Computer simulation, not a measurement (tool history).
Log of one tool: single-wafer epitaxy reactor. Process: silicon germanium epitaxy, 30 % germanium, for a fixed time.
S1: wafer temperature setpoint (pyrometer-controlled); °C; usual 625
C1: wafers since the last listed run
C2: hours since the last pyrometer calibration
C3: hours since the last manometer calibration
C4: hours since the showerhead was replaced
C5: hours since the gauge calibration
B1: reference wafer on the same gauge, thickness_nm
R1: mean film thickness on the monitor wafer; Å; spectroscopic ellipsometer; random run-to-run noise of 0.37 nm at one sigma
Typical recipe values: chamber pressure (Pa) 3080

Run 1, hour 0: usual settings; C1 0; C2 879.1; C3 150.4; C4 4492.5; C5 1071.8; B1 110.917. Result: R1 1015.15 Å.
At hour 37.8: pyrometer calibrated.
Run 2, hour 40.7: usual settings; C1 784; C2 2.9; C3 191.1; C4 4533.2; C5 1112.5; B1 110.96. Result: R1 1034.62 Å.
Run 3, hour 73.5: usual settings; C1 787; C2 35.7; C3 223.9; C4 4566; C5 1145.3; B1 110.967. Result: R1 1044.36 Å.
Run 4, hour 107.8: usual settings; C1 823; C2 70; C3 258.2; C4 4600.3; C5 1179.6; B1 110.981. Result: R1 1044.33 Å.
Run 5, hour 168.1: usual settings; C1 1447; C2 130.3; C3 318.5; C4 4660.6; C5 1239.9; B1 111.153. Result: R1 1032.12 Å.
Run 6, hour 204.3: usual settings but chamber pressure (Pa) 3533; C1 868; C2 166.5; C3 354.7; C4 4696.8; C5 1276.1; B1 111.069. Result: R1 1089.66 Å.
Run 7, hour 247.7: usual settings but chamber pressure (Pa) 3533; C1 1041; C2 209.9; C3 398.1; C4 4740.2; C5 1319.5; B1 111.038. Result: R1 1091.26 Å.
Run 8, hour 308.5: usual settings but chamber pressure (Pa) 3533; C1 1459; C2 270.7; C3 458.9; C4 4801; C5 1380.3; B1 110.968. Result: R1 1083.93 Å.
Run 9, hour 343: usual settings; C1 828; C2 305.2; C3 493.4; C4 4835.5; C5 1414.8; B1 111.085. Result: R1 1027.55 Å.
Run 10, hour 371: usual settings; C1 672; C2 333.2; C3 521.4; C4 4863.5; C5 1442.8; B1 110.89. Result: R1 1023.8 Å.
Run 11, hour 400.2: usual settings but S1 636 °C; C1 700; C2 362.4; C3 550.6; C4 4892.7; C5 1472; B1 111.162. Result: R1 1275.71 Å.
Run 12, hour 459: usual settings but S1 636 °C; C1 1411; C2 421.2; C3 609.4; C4 4951.5; C5 1530.8; B1 110.963. Result: R1 1269 Å.
Run 13, hour 514.5: usual settings but S1 635 °C; C1 1332; C2 476.7; C3 664.9; C4 5007; C5 1586.3; B1 111.02. Result: R1 1241.29 Å.
Run 14, hour 565.7: usual settings; C1 1228; C2 527.9; C3 716.1; C4 5058.2; C5 1637.5; B1 111.029. Result: R1 1013.32 Å.
Run 15, hour 628.2: usual settings but chamber pressure (Pa) 2853; C1 1500; C2 590.4; C3 778.6; C4 5120.7; C5 1700; B1 110.887. Result: R1 980.16 Å.
Run 16, hour 697.4: usual settings but S1 637 °C, chamber pressure (Pa) 2586; C1 1660; C2 659.6; C3 847.8; C4 5189.9; C5 1769.2; B1 111.009. Result: R1 1181.84 Å.
Run 17, hour 829.9: usual settings but S1 619 °C, chamber pressure (Pa) 2733; C1 3180; C2 792.1; C3 980.3; C4 5322.4; C5 1901.7; B1 110.95. Result: R1 844.88 Å.
Run 18, hour 888.1: usual settings; C1 1396; C2 850.3; C3 1038.5; C4 5380.6; C5 1959.9; B1 110.931. Result: R1 996.73 Å.
At hour 949.3: pyrometer calibrated.
Run 19, hour 949.8: usual settings but S1 619 °C, chamber pressure (Pa) 3786; C1 1288; C2 0.5; C3 1100.2; C4 5442.3; C5 2021.6; B1 110.949. Result: R1 985.22 Å.
Run 20, hour 1001.7: usual settings; C1 1245; C2 52.4; C3 1152.1; C4 5494.2; C5 2073.5; B1 111.003. Result: R1 1015.24 Å.
Run 21, hour 1059.6: usual settings but S1 619 °C, chamber pressure (Pa) 2760; C1 1389; C2 110.3; C3 1210; C4 5552.1; C5 2131.4; B1 111.063. Result: R1 856.22 Å.
Run 22, hour 1108.8: usual settings but S1 612 °C, chamber pressure (Pa) 3480; C1 1180; C2 159.5; C3 1259.2; C4 5601.3; C5 2180.6; B1 111.098. Result: R1 820.24 Å.
Run 23, hour 1179.6: usual settings but S1 618 °C, chamber pressure (Pa) 2586; C1 1699; C2 230.3; C3 1330; C4 5672.1; C5 2251.4; B1 110.976. Result: R1 807.67 Å.
Run 24, hour 1218.6: usual settings but S1 613 °C, chamber pressure (Pa) 3626; C1 936; C2 269.3; C3 1369; C4 5711.1; C5 2290.4; B1 111.024. Result: R1 840.31 Å.
At hour 1233.1: gauge calibrated.
At hour 1273.1: capacitance manometer re-zeroed and calibrated.
Run 25, hour 1285.8: usual settings but S1 614 °C, chamber pressure (Pa) 3746; C1 1420; C2 336.5; C3 12.7; C4 5778.3; C5 52.7; B1 111.059. Result: R1 898.2 Å.
At hour 1301.8: showerhead replaced.
Run 26, hour 1334.4: usual settings but S1 615 °C, chamber pressure (Pa) 3453; C1 974; C2 385.1; C3 61.3; C4 32.6; C5 101.3; B1 110.884. Result: R1 880.18 Å.
Run 27, hour 1373.6: usual settings but S1 639 °C, chamber pressure (Pa) 3706; C1 940; C2 424.3; C3 100.5; C4 71.8; C5 140.5; B1 111.149. Result: R1 1459.26 Å.
Run 28, hour 1407.6: usual settings; C1 816; C2 458.3; C3 134.5; C4 105.8; C5 174.5; B1 110.946. Result: R1 1031.12 Å.
Run 29, hour 1470.9: usual settings; C1 1519; C2 521.6; C3 197.8; C4 169.1; C5 237.8; B1 111.198. Result: R1 1026.67 Å.
Run 30, hour 1517.3: usual settings but S1 631 °C; C1 1113; C2 568; C3 244.2; C4 215.5; C5 284.2; B1 110.991. Result: R1 1150.74 Å.
Run 31, hour 1553.2: usual settings but S1 617 °C; C1 861; C2 603.9; C3 280.1; C4 251.4; C5 320.1; B1 110.911. Result: R1 862.84 Å.
Run 32, hour 1614.2: usual settings; C1 1464; C2 664.9; C3 341.1; C4 312.4; C5 381.1; B1 110.885. Result: R1 1015.91 Å.
Run 33, hour 1684.9: usual settings; C1 1696; C2 735.6; C3 411.8; C4 383.1; C5 451.8; B1 110.958. Result: R1 1011.16 Å.
Run 34, hour 1753.8: usual settings but S1 616 °C, chamber pressure (Pa) 3533; C1 1653; C2 804.5; C3 480.7; C4 452; C5 520.7; B1 111.02. Result: R1 895.26 Å.
Run 35, hour 1800: usual settings; C1 1108; C2 850.7; C3 526.9; C4 498.2; C5 566.9; B1 110.797. Result: R1 1000.43 Å.
At hour 1815.4: pyrometer calibrated.
Run 36, hour 1841.3: usual settings but S1 635 °C; C1 799; C2 25.9; C3 568.2; C4 539.5; C5 608.2; B1 111.058. Result: R1 1284.6 Å.

Alternative continuations, all from the tool just after run 36; predict every row:
Run A, hour 1841.7: usual settings; C1 9; C2 26.3; C3 568.6; C4 539.9; C5 608.6; B1 ?. Result: R1 ?.
Run B, hour 1841.7: usual settings but S1 614 °C; C1 9; C2 26.3; C3 568.6; C4 539.9; C5 608.6; B1 ?. Result: R1 ?.
Run C, hour 1841.7: usual settings but S1 631 °C, chamber pressure (Pa) 3733; C1 9; C2 26.3; C3 568.6; C4 539.9; C5 608.6; B1 ?. Result: R1 ?.

run       B1       R1
  A  110.868     1056
  B  110.868   847.94
  C  110.868  1286.55
Stripped of hidden state, with their random variation kept, the same runs would have yielded:
run       R1
  A   1050.7
  B   843.59
  C  1280.17
